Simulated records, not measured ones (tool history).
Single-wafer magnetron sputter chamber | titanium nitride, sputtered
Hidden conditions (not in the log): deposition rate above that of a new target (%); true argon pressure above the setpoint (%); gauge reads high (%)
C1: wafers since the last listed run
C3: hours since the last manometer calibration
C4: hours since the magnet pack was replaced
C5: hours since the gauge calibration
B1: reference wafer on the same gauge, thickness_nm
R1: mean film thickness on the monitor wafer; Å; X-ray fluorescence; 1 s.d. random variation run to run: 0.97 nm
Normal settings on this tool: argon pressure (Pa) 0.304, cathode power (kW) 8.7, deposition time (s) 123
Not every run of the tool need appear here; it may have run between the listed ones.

run 1 day=0 | argon_pressure_(Pa)=0.304 cathode_power_(kW)=8.7 deposition_time_(s)=108 | C1=0 wafers_on_the_sputter_target=2291 C3=1247.3 C4=6334.8 C5=288.7 | B1=213.254 | R1=1865.11
run 2 day=0.688 | argon_pressure_(Pa)=0.304 cathode_power_(kW)=8.7 deposition_time_(s)=123 | C1=139 wafers_on_the_sputter_target=2431 C3=1263.8 C4=6351.3 C5=305.2 | B1=213.404 | R1=2131.93
run 3 day=2.058 | argon_pressure_(Pa)=0.304 cathode_power_(kW)=8.7 deposition_time_(s)=123 | C1=278 wafers_on_the_sputter_target=2709 C3=1296.7 C4=6384.2 C5=338.1 | B1=212.909 | R1=2124.94
run 4 day=2.779 | argon_pressure_(Pa)=0.304 cathode_power_(kW)=8.7 deposition_time_(s)=123 | C1=146 wafers_on_the_sputter_target=2856 C3=1314 C4=6401.5 C5=355.4 | B1=212.767 | R1=2129
run 5 day=5.179 | argon_pressure_(Pa)=0.304 cathode_power_(kW)=8.7 deposition_time_(s)=112 | C1=487 wafers_on_the_sputter_target=3343 C3=1371.6 C4=6459.1 C5=413 | B1=212.816 | R1=1926.66
run 6 day=5.908 | argon_pressure_(Pa)=0.304 cathode_power_(kW)=8.7 deposition_time_(s)=112 | C1=148 wafers_on_the_sputter_target=3491 C3=1389.1 C4=6476.6 C5=430.5 | B1=213.274 | R1=1935.34
run 7 day=6.858 | argon_pressure_(Pa)=0.304 cathode_power_(kW)=8.7 deposition_time_(s)=123 | C1=192 wafers_on_the_sputter_target=3684 C3=1411.9 C4=6499.4 C5=453.3 | B1=212.946 | R1=2123.04
run 8 day=7.925 | argon_pressure_(Pa)=0.304 cathode_power_(kW)=8.7 deposition_time_(s)=123 | C1=216 wafers_on_the_sputter_target=3901 C3=1437.5 C4=6525 C5=478.9 | B1=213.546 | R1=2114.76
run 9 day=8.908 | argon_pressure_(Pa)=0.304 cathode_power_(kW)=8.7 deposition_time_(s)=123 | C1=199 wafers_on_the_sputter_target=4100 C3=1461.1 C4=6548.6 C5=502.5 | B1=212.925 | R1=2120.94
run 10 day=9.746 | argon_pressure_(Pa)=0.304 cathode_power_(kW)=8.7 deposition_time_(s)=123 | C1=170 wafers_on_the_sputter_target=4270 C3=1481.2 C4=6568.7 C5=522.6 | B1=213.216 | R1=2126.62
run 11 day=11.179 | argon_pressure_(Pa)=0.304 cathode_power_(kW)=8.7 deposition_time_(s)=123 | C1=291 wafers_on_the_sputter_target=4561 C3=1515.6 C4=6603.1 C5=557 | B1=212.711 | R1=2115.08
run 12 day=12.4 | argon_pressure_(Pa)=0.242 cathode_power_(kW)=8.7 deposition_time_(s)=123 | C1=247 wafers_on_the_sputter_target=4809 C3=1544.9 C4=6632.4 C5=586.3 | B1=212.976 | R1=2142.56
-- day=14.288 capacitance manometer re-zeroed and calibrated
-- day=14.804 sputter target and shields replaced
run 13 day=14.825 | argon_pressure_(Pa)=0.304 cathode_power_(kW)=8.7 deposition_time_(s)=123 | C1=357 wafers_on_the_sputter_target=3 C3=12.9 C4=6690.6 C5=644.5 | B1=212.31 | R1=2165.72
run 14 day=15.108 | argon_pressure_(Pa)=0.304 cathode_power_(kW)=9.85 deposition_time_(s)=123 | C1=57 wafers_on_the_sputter_target=61 C3=19.7 C4=6697.4 C5=651.3 | B1=212.91 | R1=2371.6
-- day=15.742 magnet pack replaced
-- day=15.988 gauge calibrated
run 15 day=16.179 | argon_pressure_(Pa)=0.304 cathode_power_(kW)=9.85 deposition_time_(s)=123 | C1=149 wafers_on_the_sputter_target=211 C3=45.4 C4=10.5 C5=4.6 | B1=213.69 | R1=2370.37
run 16 day=17.017 | argon_pressure_(Pa)=0.304 cathode_power_(kW)=8.7 deposition_time_(s)=123 | C1=170 wafers_on_the_sputter_target=381 C3=65.5 C4=30.6 C5=24.7 | B1=212.952 | R1=2158.7
run 17 day=17.817 | argon_pressure_(Pa)=0.343 cathode_power_(kW)=7.2 deposition_time_(s)=137 | C1=162 wafers_on_the_sputter_target=543 C3=84.7 C4=49.8 C5=43.9 | B1=212.861 | R1=2092.05
run 18 day=18.458 | argon_pressure_(Pa)=0.395 cathode_power_(kW)=9.3 deposition_time_(s)=123 | C1=130 wafers_on_the_sputter_target=673 C3=100.1 C4=65.2 C5=59.3 | B1=213.091 | R1=2182.86
run 19 day=20.283 | argon_pressure_(Pa)=0.304 cathode_power_(kW)=8.7 deposition_time_(s)=123 | C1=370 wafers_on_the_sputter_target=1044 C3=143.9 C4=109 C5=103.1 | B1=213.115 | R1=2147.21
run 20 day=21.471 | argon_pressure_(Pa)=0.418 cathode_power_(kW)=8.05 deposition_time_(s)=111 | C1=241 wafers_on_the_sputter_target=1285 C3=172.4 C4=137.5 C5=131.6 | B1=213.69 | R1=1772.61
run 21 day=22.379 | argon_pressure_(Pa)=0.236 cathode_power_(kW)=7.65 deposition_time_(s)=123 | C1=184 wafers_on_the_sputter_target=1470 C3=194.2 C4=159.3 C5=153.4 | B1=213.011 | R1=1986.18
run 22 day=22.971 | argon_pressure_(Pa)=0.395 cathode_power_(kW)=9.3 deposition_time_(s)=123 | C1=120 wafers_on_the_sputter_target=1590 C3=208.4 C4=173.5 C5=167.6 | B1=212.67 | R1=2160.28
run 23 day=23.988 | argon_pressure_(Pa)=0.401 cathode_power_(kW)=8.7 deposition_time_(s)=123 | C1=206 wafers_on_the_sputter_target=1796 C3=232.8 C4=197.9 C5=192 | B1=212.955 | R1=2075.52
run 24 day=25.142 | argon_pressure_(Pa)=0.353 cathode_power_(kW)=8.1 deposition_time_(s)=123 | C1=234 wafers_on_the_sputter_target=2030 C3=260.5 C4=225.6 C5=219.7 | B1=212.966 | R1=2001.34
run 25 day=26.183 | argon_pressure_(Pa)=0.304 cathode_power_(kW)=8.7 deposition_time_(s)=123 | C1=211 wafers_on_the_sputter_target=2242 C3=285.5 C4=250.6 C5=244.7 | B1=212.815 | R1=2152.26
run 26 day=27.325 | argon_pressure_(Pa)=0.422 cathode_power_(kW)=10.2 deposition_time_(s)=103 | C1=231 wafers_on_the_sputter_target=2474 C3=312.9 C4=278 C5=272.1 | B1=213 | R1=1922.02
run 27 day=28.067 | argon_pressure_(Pa)=0.304 cathode_power_(kW)=9.4 deposition_time_(s)=130 | C1=150 wafers_on_the_sputter_target=2624 C3=330.7 C4=295.8 C5=289.9 | B1=212.567 | R1=2386.47
run 28 day=28.717 | argon_pressure_(Pa)=0.398 cathode_power_(kW)=8.7 deposition_time_(s)=111 | C1=131 wafers_on_the_sputter_target=2756 C3=346.3 C4=311.4 C5=305.5 | B1=213.336 | R1=1867.59
run 29 day=29.967 | argon_pressure_(Pa)=0.304 cathode_power_(kW)=8.7 deposition_time_(s)=123 | C1=253 wafers_on_the_sputter_target=3010 C3=376.3 C4=341.4 C5=335.5 | B1=213.254 | R1=2145.63
run 30 day=30.65 | argon_pressure_(Pa)=0.304 cathode_power_(kW)=8.7 deposition_time_(s)=114 | C1=138 wafers_on_the_sputter_target=3149 C3=392.7 C4=357.8 C5=351.9 | B1=213.185 | R1=1956.22
run 31 day=31.896 | argon_pressure_(Pa)=0.304 cathode_power_(kW)=8.7 deposition_time_(s)=131 | C1=252 wafers_on_the_sputter_target=3402 C3=422.6 C4=387.7 C5=381.8 | B1=212.807 | R1=2256.03

Same runs, no hidden state in the tool, same run-to-run variation:
run=1 R1=1907.77
run=2 R1=2182.19
run=3 R1=2177.7
run=4 R1=2183.12
run=5 R1=1978.88
run=6 R1=1988.63
run=7 R1=2182.59
run=8 R1=2175.18
run=9 R1=2182.45
run=10 R1=2189
run=11 R1=2178.19
run=12 R1=2207.3
run=13 R1=2168.19
run=14 R1=2376.53
run=15 R1=2383.14
run=16 R1=2175.41
run=17 R1=2112.58
run=18 R1=2207.65
run=19 R1=2179.91
run=20 R1=1803.43
run=21 R1=2023.67
run=22 R1=2202.99
run=23 R1=2119.48
run=24 R1=2046.6
run=25 R1=2203.42
run=26 R1=1969.88
run=27 R1=2447.48
run=28 R1=1916.35
run=29 R1=2203.67
run=30 R1=2010.05
run=31 R1=2319.84
